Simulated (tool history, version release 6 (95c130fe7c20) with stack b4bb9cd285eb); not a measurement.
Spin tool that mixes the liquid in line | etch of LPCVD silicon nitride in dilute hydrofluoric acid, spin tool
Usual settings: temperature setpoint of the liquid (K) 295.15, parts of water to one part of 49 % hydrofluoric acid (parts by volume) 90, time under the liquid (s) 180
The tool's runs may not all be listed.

| run | day | temperature setpoint of the liquid (K) | parts of water to one part of 49 % hydrofluoric acid (parts by volume) | time under the liquid (s) | read-back film thickness of the LPCVD silicon nitride reference wafer, read on the same gauge (nm) | thickness taken off the LPCVD silicon nitride on a monitor wafer (nm) |
|---|---|---|---|---|---|---|
| 1 | 0 | 295.15 | 70 | 180 | 49.999 | 1.069 |
| 2 | 0.383 | 295.15 | 70 | 180 | 50.032 | 1.064 |
| 3 | 0.904 | 295.15 | 90 | 180 | 50.048 | 0.817 |
| 4 | 1.65 | 295.15 | 90 | 180 | 49.974 | 0.81 |
| 5 | 3.404 | 295.15 | 105 | 180 | 50.038 | 0.7 |
| 6 | 3.829 | 295.15 | 105 | 180 | 50.035 | 0.745 |
| 7 | 4.262 | 295.15 | 105 | 180 | 49.996 | 0.675 |
| 8 | 4.962 | 295.15 | 90 | 180 | 50.051 | 0.855 |
| 9 | 5.525 | 295.15 | 90 | 180 | 49.986 | 0.884 |
|  | 5.875 | thermometer replaced |
| 10 | 6.004 | 291.65 | 90 | 180 | 49.968 | 0.678 |
| 11 | 6.292 | 291.65 | 90 | 180 | 50.072 | 0.673 |
| 12 | 6.608 | 295.15 | 90 | 180 | 50.038 | 0.799 |
| 13 | 7.312 | 295.15 | 90 | 180 | 50.029 | 0.791 |
| 14 | 7.604 | 295.15 | 90 | 180 | 50.008 | 0.814 |
| 15 | 8.329 | 298.65 | 75 | 180 | 50.013 | 1.233 |
|  | 8.529 | hydrofluoric acid flow meter replaced |
| 16 | 8.775 | 291.65 | 110 | 120 | 49.975 | 0.34 |
| 17 | 9.121 | 295.15 | 90 | 180 | 50.057 | 0.866 |
|  | 9.646 | gauge calibrated |
| 18 | 9.671 | 291.65 | 70 | 180 | 50.031 | 0.801 |
| 19 | 10.379 | 295.15 | 50 | 180 | 49.96 | 1.532 |
| 20 | 10.671 | 295.15 | 120 | 280 | 50.02 | 0.974 |
| 21 | 11.2 | 295.15 | 90 | 180 | 49.941 | 0.796 |
| 22 | 11.842 | 298.65 | 90 | 215 | 50.026 | 1.286 |
| 23 | 12.179 | 295.15 | 90 | 180 | 50.006 | 0.87 |
| 24 | 12.838 | 293.65 | 135 | 95 | 49.98 | 0.269 |
| 25 | 13.142 | 295.15 | 75 | 180 | 49.991 | 0.967 |
| 26 | 13.696 | 295.15 | 90 | 180 | 50.009 | 0.804 |
| 27 | 14.175 | 293.15 | 55 | 70 | 50.049 | 0.464 |
| 28 | 14.458 | 291.65 | 90 | 180 | 49.978 | 0.62 |
| 29 | 14.896 | 299.65 | 135 | 85 | 49.987 | 0.348 |
| 30 | 15.479 | 295.15 | 130 | 180 | 49.942 | 0.558 |
| 31 | 15.775 | 293.15 | 90 | 180 | 50.062 | 0.772 |
| 32 | 16.371 | 295.15 | 120 | 180 | 49.984 | 0.637 |

What the log doesn't show, run by run:
liquid colder than its thermometer reads (K): 0 in every run
hydrofluoric acid flow above the setpoint (%): 0 in every run
gauge reads high (%): 0 in every run
